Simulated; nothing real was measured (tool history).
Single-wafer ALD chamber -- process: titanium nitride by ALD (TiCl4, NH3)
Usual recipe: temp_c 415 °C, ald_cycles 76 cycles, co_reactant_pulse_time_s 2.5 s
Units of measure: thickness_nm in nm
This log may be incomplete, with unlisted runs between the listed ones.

run	hour	temp_c	ald_cycles	co_reactant_pulse_time_s	read-back reference wafer on the same gauge, thickness_nm	thickness_nm
1	0	422	87	2.5	1.653	1.858
2	8.8	422	87	2.5	1.653	1.859
3	25.1	422	87	2.5	1.656	1.861
4	32.2	415	76	2.5	1.656	1.625
5	48.9	415	76	2.5	1.657	1.621
6	61	415	76	2.5	1.659	1.617
7	77.4	415	76	2.5	1.659	1.631
8	84.9	415	76	2.5	1.663	1.622
9	97.2	415	76	2.5	1.66	1.634
10	107.6	415	76	2.5	1.661	1.631
11	146.8	415	76	2.5	1.665	1.632
12	161.1	415	76	2.5	1.67	1.635
13	170.7	415	76	2.5	1.672	1.629
14	186.4	415	76	2.5	1.673	1.644
# hour 193: gauge calibrated
15	201	415	76	2.5	1.653	1.617
16	211	415	76	2.5	1.649	1.616
17	224.7	415	64	3.37	1.651	1.379
# hour 251.6: thermocouple changed; heater temperature recalibrated
18	255.4	419	65	1.84	1.653	1.364
# hour 273.2: showerhead replaced
19	273.7	427	68	1.85	1.653	1.43
20	279.5	415	76	2.5	1.654	1.622
21	291.4	415	76	2.5	1.654	1.618
22	306.1	424	76	2.82	1.654	1.632
23	318.1	415	83	3.07	1.655	1.78
24	360.7	402	90	2.15	1.659	1.905
25	369.6	415	76	2.5	1.657	1.622
26	384	404	76	2.5	1.661	1.622
27	392.6	415	76	2.5	1.659	1.628
28	408.2	415	76	2.5	1.663	1.629
29	415.2	415	66	3.31	1.663	1.424
30	422.5	415	85	3.47	1.665	1.845
31	428.7	404	71	1.77	1.665	1.495
32	440	427	68	1.85	1.666	1.444
33	447.1	415	76	2.5	1.666	1.63

Some steps in thickness_nm between neighbouring runs. How much of each would the tool show without its hidden state too (settings, what came in, random variation), and how much is left for the hidden state, with any gauge scatter that isn't in both results?
The hidden state here: wafer temperature above the value expected at the setpoint (K); gauge reads high (%).
Run 10 -> 11: settings left as they were, no log entry in between. thickness_nm +0.001 nm: hidden state +0.004, all else -0.003.
Run 14 -> 15: gauge calibrated. thickness_nm -0.027 nm: hidden state -0.021, all else -0.006.
Run 24 -> 25: temp_c 402 -> 415, ald_cycles 90 -> 76, co_reactant_pulse_time_s 2.15 -> 2.5. thickness_nm -0.283 nm: hidden state -0.001, all else -0.282.
Run 29 -> 30: ald_cycles 66 -> 85, co_reactant_pulse_time_s 3.31 -> 3.47. thickness_nm +0.421 nm: hidden state +0.005, all else +0.416.
Run 30 -> 31: temp_c 415 -> 404, ald_cycles 85 -> 71, co_reactant_pulse_time_s 3.47 -> 1.77. thickness_nm -0.35 nm: hidden state -0.004, all else -0.346.

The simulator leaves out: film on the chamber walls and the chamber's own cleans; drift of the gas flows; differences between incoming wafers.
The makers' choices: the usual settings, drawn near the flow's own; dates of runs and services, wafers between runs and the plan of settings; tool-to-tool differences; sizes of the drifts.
